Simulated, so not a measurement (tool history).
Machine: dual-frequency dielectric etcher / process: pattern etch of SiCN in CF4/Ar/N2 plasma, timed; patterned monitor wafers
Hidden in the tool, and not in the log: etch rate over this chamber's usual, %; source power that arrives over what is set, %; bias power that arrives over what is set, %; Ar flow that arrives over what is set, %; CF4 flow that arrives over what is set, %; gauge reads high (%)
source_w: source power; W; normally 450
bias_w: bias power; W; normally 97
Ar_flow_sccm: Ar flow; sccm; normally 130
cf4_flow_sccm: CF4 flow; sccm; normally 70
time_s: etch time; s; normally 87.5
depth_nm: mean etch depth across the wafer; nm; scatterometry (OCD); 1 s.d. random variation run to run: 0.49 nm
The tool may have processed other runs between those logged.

| run | day | source_w | bias_w | Ar_flow_sccm | cf4_flow_sccm | time_s | wafers since the last listed run | hours since the last wet clean | hours since the last source power generator calibration | hours since the last bias power generator calibration | hours since the last Ar flow controller change | hours since the last CF4 flow controller change | hours since the last upper electrode change | hours since the gauge calibration | read-back reference wafer on the same gauge, depth_nm | depth_nm |
|---|---|---|---|---|---|---|---|---|---|---|---|---|---|---|---|---|
| 1 | 0.000 | 450 | 97 | 130 | 70 | 94.0 | 0 | 422.0 | 1765.4 | 2313.9 | 2811.5 | 5143.7 | 4340.3 | 1450.7 | 69.4 | 86.3 |
|  | 1.921 | wet clean of the chamber |
| 2 | 3.517 | 450 | 97 | 130 | 70 | 94.0 | 385 | 38.3 | 1849.8 | 2398.3 | 2895.9 | 5228.1 | 4424.7 | 1535.1 | 69.0 | 85.2 |
|  | 6.746 | CF4 flow controller replaced |
| 3 | 7.254 | 450 | 97 | 130 | 81 | 87.5 | 534 | 128.0 | 1939.5 | 2488.0 | 2985.6 | 12.2 | 4514.4 | 1624.8 | 68.6 | 81.3 |
| 4 | 9.767 | 450 | 97 | 130 | 81 | 87.5 | 384 | 188.3 | 1999.8 | 2548.3 | 3045.9 | 72.5 | 4574.7 | 1685.1 | 68.3 | 81.7 |
|  | 10.496 | gauge calibrated |
| 5 | 13.129 | 450 | 97 | 130 | 60 | 76.5 | 515 | 269.0 | 2080.5 | 2629.0 | 3126.6 | 153.2 | 4655.4 | 63.2 | 71.4 | 69.8 |
| 6 | 15.992 | 450 | 97 | 130 | 70 | 87.5 | 438 | 337.7 | 2149.2 | 2697.7 | 3195.3 | 221.9 | 4724.1 | 131.9 | 71.3 | 81.2 |
| 7 | 18.092 | 450 | 97 | 99 | 78 | 77.5 | 321 | 388.1 | 2199.6 | 2748.1 | 3245.7 | 272.3 | 4774.5 | 182.3 | 71.3 | 75.5 |
|  | 19.671 | bias power generator calibrated |
| 8 | 21.633 | 450 | 97 | 130 | 70 | 87.5 | 516 | 473.1 | 2284.6 | 47.1 | 3330.7 | 357.3 | 4859.5 | 267.3 | 71.3 | 82.6 |
| 9 | 23.917 | 450 | 81 | 130 | 54 | 87.5 | 349 | 527.9 | 2339.4 | 101.9 | 3385.5 | 412.1 | 4914.3 | 322.1 | 71.1 | 68.7 |
|  | 26.096 | wet clean of the chamber |
| 10 | 26.117 | 450 | 97 | 130 | 70 | 87.5 | 183 | 0.5 | 2392.2 | 154.7 | 3438.3 | 464.9 | 4967.1 | 374.9 | 71.0 | 82.6 |
|  | 28.883 | upper electrode replaced |
|  | 34.679 | Ar flow controller replaced |
| 11 | 34.704 | 450 | 97 | 153 | 58 | 66.0 | 1123 | 206.6 | 2598.3 | 360.8 | 0.6 | 671.0 | 139.7 | 581.0 | 70.9 | 57.9 |
| 12 | 37.033 | 450 | 97 | 130 | 70 | 87.5 | 356 | 262.5 | 2654.2 | 416.7 | 56.5 | 726.9 | 195.6 | 636.9 | 70.7 | 80.6 |
|  | 39.750 | source power generator calibrated |
| 13 | 41.488 | 450 | 97 | 130 | 70 | 87.5 | 656 | 369.4 | 41.7 | 523.6 | 163.4 | 833.8 | 302.5 | 743.8 | 70.4 | 81.1 |
| 14 | 45.683 | 390 | 79 | 130 | 60 | 87.5 | 642 | 470.1 | 142.4 | 624.3 | 264.1 | 934.5 | 403.2 | 844.5 | 70.2 | 59.1 |
| 15 | 47.725 | 500 | 97 | 130 | 70 | 87.5 | 312 | 519.1 | 191.4 | 673.3 | 313.1 | 983.5 | 452.2 | 893.5 | 70.2 | 89.7 |
|  | 50.771 | wet clean of the chamber |
| 16 | 51.138 | 450 | 97 | 130 | 70 | 80.0 | 369 | 8.8 | 273.3 | 755.2 | 395.0 | 1065.4 | 534.1 | 975.4 | 69.9 | 73.7 |
| 17 | 54.158 | 420 | 97 | 130 | 70 | 87.5 | 462 | 81.3 | 345.8 | 827.7 | 467.5 | 1137.9 | 606.6 | 1047.9 | 69.6 | 74.2 |
| 18 | 57.004 | 510 | 83 | 107 | 70 | 65.0 | 435 | 149.6 | 414.1 | 896.0 | 535.8 | 1206.2 | 674.9 | 1116.2 | 69.4 | 62.4 |
| 19 | 59.779 | 450 | 97 | 130 | 70 | 87.5 | 425 | 216.2 | 480.7 | 962.6 | 602.4 | 1272.8 | 741.5 | 1182.8 | 69.3 | 79.6 |
| 20 | 63.067 | 450 | 97 | 109 | 81 | 99.0 | 503 | 295.1 | 559.6 | 1041.5 | 681.3 | 1351.7 | 820.4 | 1261.7 | 68.9 | 93.8 |

For each run, the measured value with the value that run would have given without the tool's hidden condition subtracted. The run-to-run variation is shared by both, the gauge scatter possibly not:
| run | depth_nm |
|---|---|
| 1 | -3.4 |
| 2 | -3.9 |
| 3 | -4.2 |
| 4 | -4.6 |
| 5 | -0.8 |
| 6 | -1.0 |
| 7 | -0.9 |
| 8 | -1.1 |
| 9 | -0.9 |
| 10 | -1.2 |
| 11 | -1.1 |
| 12 | -1.6 |
| 13 | -1.8 |
| 14 | -1.5 |
| 15 | -2.5 |
| 16 | -2.3 |
| 17 | -2.6 |
| 18 | -2.4 |
| 19 | -3.3 |
| 20 | -4.3 |
